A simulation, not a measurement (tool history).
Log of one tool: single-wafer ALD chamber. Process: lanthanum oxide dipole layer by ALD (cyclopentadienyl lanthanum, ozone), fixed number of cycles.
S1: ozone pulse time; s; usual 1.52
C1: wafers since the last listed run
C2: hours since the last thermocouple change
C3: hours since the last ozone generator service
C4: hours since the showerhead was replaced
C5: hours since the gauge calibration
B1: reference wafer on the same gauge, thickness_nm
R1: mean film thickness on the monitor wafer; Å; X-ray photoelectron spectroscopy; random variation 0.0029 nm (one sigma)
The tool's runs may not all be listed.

Run 1, hour 0: usual settings; C1 0; C2 1170.2; C3 549.2; C4 1788.8; C5 149.4; B1 0.642. Result: R1 5.87 Å.
Run 2, hour 12.8: usual settings; C1 283; C2 1183; C3 562; C4 1801.6; C5 162.2; B1 0.644. Result: R1 5.85 Å.
Run 3, hour 48.8: usual settings but S1 1.16 s; C1 797; C2 1219; C3 598; C4 1837.6; C5 198.2; B1 0.643. Result: R1 5.37 Å.
Run 4, hour 76.6: usual settings but S1 1.16 s; C1 616; C2 1246.8; C3 625.8; C4 1865.4; C5 226; B1 0.642. Result: R1 5.41 Å.
Run 5, hour 90.6: usual settings but S1 1.16 s; C1 310; C2 1260.8; C3 639.8; C4 1879.4; C5 240; B1 0.643. Result: R1 5.43 Å.
Run 6, hour 133.6: usual settings but S1 1.15 s; C1 953; C2 1303.8; C3 682.8; C4 1922.4; C5 283; B1 0.643. Result: R1 5.37 Å.
Run 7, hour 162.9: usual settings but S1 1.15 s; C1 649; C2 1333.1; C3 712.1; C4 1951.7; C5 312.3; B1 0.643. Result: R1 5.38 Å.
Run 8, hour 266: usual settings; C1 2285; C2 1436.2; C3 815.2; C4 2054.8; C5 415.4; B1 0.644. Result: R1 5.87 Å.
Run 9, hour 281: usual settings; C1 332; C2 1451.2; C3 830.2; C4 2069.8; C5 430.4; B1 0.642. Result: R1 5.82 Å.
Run 10, hour 299.7: usual settings; C1 414; C2 1469.9; C3 848.9; C4 2088.5; C5 449.1; B1 0.642. Result: R1 5.83 Å.
Run 11, hour 314.9: usual settings but S1 1.18 s; C1 336; C2 1485.1; C3 864.1; C4 2103.7; C5 464.3; B1 0.643. Result: R1 5.46 Å.
At hour 332.7: ozone generator serviced.
Run 12, hour 349.9: usual settings; C1 598; C2 1520.1; C3 17.2; C4 2138.7; C5 499.3; B1 0.643. Result: R1 6.06 Å.
Run 13, hour 377.9: usual settings; C1 620; C2 1548.1; C3 45.2; C4 2166.7; C5 527.3; B1 0.642. Result: R1 6 Å.
Run 14, hour 442.9: usual settings but S1 1.66 s; C1 1440; C2 1613.1; C3 110.2; C4 2231.7; C5 592.3; B1 0.641. Result: R1 6.12 Å.
Run 15, hour 469.4: usual settings; C1 587; C2 1639.6; C3 136.7; C4 2258.2; C5 618.8; B1 0.644. Result: R1 5.99 Å.
Run 16, hour 501.9: usual settings; C1 720; C2 1672.1; C3 169.2; C4 2290.7; C5 651.3; B1 0.642. Result: R1 5.97 Å.
Run 17, hour 532.8: usual settings; C1 684; C2 1703; C3 200.1; C4 2321.6; C5 682.2; B1 0.643. Result: R1 5.93 Å.
Run 18, hour 562: usual settings; C1 647; C2 1732.2; C3 229.3; C4 2350.8; C5 711.4; B1 0.644. Result: R1 5.97 Å.
At hour 587: thermocouple changed; heater temperature recalibrated.
Run 19, hour 595.5: usual settings but S1 1.03 s; C1 565; C2 8.5; C3 262.8; C4 2384.3; C5 744.9; B1 0.643. Result: R1 5.27 Å.
Run 20, hour 626.5: usual settings but S1 1.67 s; C1 687; C2 39.5; C3 293.8; C4 2415.3; C5 775.9; B1 0.642. Result: R1 6.05 Å.
Run 21, hour 655.4: usual settings but S1 0.99 s; C1 640; C2 68.4; C3 322.7; C4 2444.2; C5 804.8; B1 0.644. Result: R1 5.18 Å.
Run 22, hour 675.8: usual settings but S1 1.1 s; C1 452; C2 88.8; C3 343.1; C4 2464.6; C5 825.2; B1 0.643. Result: R1 5.42 Å.
Run 23, hour 713.6: usual settings but S1 0.92 s; C1 837; C2 126.6; C3 380.9; C4 2502.4; C5 863; B1 0.642. Result: R1 4.98 Å.
Run 24, hour 740.8: usual settings; C1 602; C2 153.8; C3 408.1; C4 2529.6; C5 890.2; B1 0.644. Result: R1 5.9 Å.
Run 25, hour 798.2: usual settings but S1 1.99 s; C1 1272; C2 211.2; C3 465.5; C4 2587; C5 947.6; B1 0.643. Result: R1 6.17 Å.
Run 26, hour 816.4: usual settings; C1 403; C2 229.4; C3 483.7; C4 2605.2; C5 965.8; B1 0.642. Result: R1 5.84 Å.
At hour 821.9: gauge calibrated.
At hour 836.8: showerhead replaced.
Run 27, hour 837.3: usual settings but S1 2.04 s; C1 285; C2 250.3; C3 504.6; C4 0.5; C5 15.4; B1 0.645. Result: R1 6.14 Å.
Run 28, hour 902.9: usual settings but S1 1.72 s; C1 1453; C2 315.9; C3 570.2; C4 66.1; C5 81; B1 0.645. Result: R1 6.05 Å.
Run 29, hour 931.6: usual settings; C1 636; C2 344.6; C3 598.9; C4 94.8; C5 109.7; B1 0.643. Result: R1 5.88 Å.
Run 30, hour 950.9: usual settings but S1 1.83 s; C1 427; C2 363.9; C3 618.2; C4 114.1; C5 129; B1 0.644. Result: R1 6.06 Å.
Run 31, hour 1054.9: usual settings; C1 2304; C2 467.9; C3 722.2; C4 218.1; C5 233; B1 0.642. Result: R1 5.91 Å.
Run 32, hour 1078.1: usual settings but S1 0.97 s; C1 514; C2 491.1; C3 745.4; C4 241.3; C5 256.2; B1 0.645. Result: R1 5.01 Å.
Run 33, hour 1113.8: usual settings but S1 1.11 s; C1 791; C2 526.8; C3 781.1; C4 277; C5 291.9; B1 0.643. Result: R1 5.3 Å.
Run 34, hour 1142: usual settings; C1 624; C2 555; C3 809.3; C4 305.2; C5 320.1; B1 0.643. Result: R1 5.87 Å.
At hour 1166.1: ozone generator serviced.
Run 35, hour 1169.8: usual settings but S1 2.08 s; C1 438; C2 582.8; C3 3.7; C4 333; C5 347.9; B1 0.643. Result: R1 6.32 Å.

3 ways to go on from here, each from the tool as it stands after run 35. What would each give?
Run A, hour 1170.2: usual settings but S1 1.12 s; C1 8; C2 583.2; C3 4.1; C4 333.4; C5 348.3; B1 ?. Result: R1 ?.
Run B, hour 1170.2: usual settings but S1 1.81 s; C1 8; C2 583.2; C3 4.1; C4 333.4; C5 348.3; B1 ?. Result: R1 ?.
Run C, hour 1170.2: usual settings but S1 1.26 s; C1 8; C2 583.2; C3 4.1; C4 333.4; C5 348.3; B1 ?. Result: R1 ?.

run     B1    R1
  A  0.642  5.56
  B  0.642  6.12
  C  0.642  5.74
Without the tool's hidden state the same runs would have given:
run    R1
  A   5.6
  B  6.14
  C  5.78
